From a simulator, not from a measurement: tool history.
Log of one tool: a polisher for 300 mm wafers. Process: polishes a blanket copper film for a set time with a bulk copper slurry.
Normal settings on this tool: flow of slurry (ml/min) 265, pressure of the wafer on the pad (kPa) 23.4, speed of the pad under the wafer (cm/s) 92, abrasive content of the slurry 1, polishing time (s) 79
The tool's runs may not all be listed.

run	day	flow of slurry (ml/min)	pressure of the wafer on the pad (kPa)	speed of the pad under the wafer (cm/s)	abrasive content of the slurry	polishing time (s)	wafers since the last listed run	wafers polished on this pad	hours since the slurry nozzle was cleaned	hours since the head pressure was calibrated	hours since the slurry blender was calibrated	incoming thickness of the incoming film, nm	film removed (angstrom)
1	0	265	23.4	92	0.8	79	0	1395	191.9	741.1	165.7	4171	5826
2	1.633	265	23.4	92	1	79	390	1786	231.1	780.3	204.9	4080	6004
# day 6.012: worn pad replaced by a new one
3	6.033	265	23.4	92	1	79	1012	4	336.7	885.9	310.5	4147.8	6000
# day 8.446: slurry blender recalibrated
4	9.108	265	23.4	92	1	69	715	720	410.5	959.7	15.9	4152.3	5183
# day 10.346: slurry nozzle cleaned
5	16.371	265	23.4	92	1	69	1726	2446	144.6	1134	190.2	4204.6	5381
# day 17.008: worn pad replaced by a new one
6	18.062	265	26.2	92	1	79	364	251	185.2	1174.6	230.8	4187.1	6619
7	22.292	265	26.2	92	1	79	1011	1262	286.7	1276.1	332.3	4175.9	6646
# day 24.658: slurry nozzle cleaned
# day 24.696: slurry blender recalibrated
# day 25.579: head pressure recalibrated
8	25.733	265	23.4	92	0.8	79	784	2047	25.8	3.7	24.9	4123.4	6156
9	27.792	265	17.2	92	1	79	492	2539	75.2	53.1	74.3	4161.1	4966
# day 28.108: worn pad replaced by a new one
10	32.229	265	23.4	92	1	79	1021	985	181.7	159.6	180.8	4178	6078
11	35.492	265	29	92	0.75	79	780	1765	260	237.9	259.1	4176.8	6628
# day 38.092: worn pad replaced by a new one
12	39.083	265	23.4	92	1.2	100	818	236	346.2	324.1	345.3	4140	7729
# day 39.25: slurry blender recalibrated
# day 41.867: slurry nozzle cleaned
# day 49: worn pad replaced by a new one
13	50.079	305	23.4	92	1	86	2559	258	197.1	588	259.9	4213.6	6811
14	54.171	235	31	118	1	54	978	1236	295.3	686.2	358.1	4232.5	6595

Predict each of these 5 candidate next runs independently; none follows another, all start after run 14:
A	54.192	265	23.4	92	1	65	4	1241	295.8	686.7	358.6	4186.9	?
B	54.192	235	23.4	92	1	87	4	1241	295.8	686.7	358.6	4186.9	?
C	54.192	265	23.4	80	1	79	4	1241	295.8	686.7	358.6	4186.9	?
D	54.192	265	31.7	92	1	79	4	1241	295.8	686.7	358.6	4186.9	?
E	54.192	265	23.4	66	1	54	4	1241	295.8	686.7	358.6	4186.9	?

run	film removed (angstrom)
A	5015
B	6583
C	5312
D	7777
E	3007
Had the tool no hidden state, the same runs would have come out as:
run	film removed (angstrom)
A	5321
B	7035
C	5637
D	8252
E	3191

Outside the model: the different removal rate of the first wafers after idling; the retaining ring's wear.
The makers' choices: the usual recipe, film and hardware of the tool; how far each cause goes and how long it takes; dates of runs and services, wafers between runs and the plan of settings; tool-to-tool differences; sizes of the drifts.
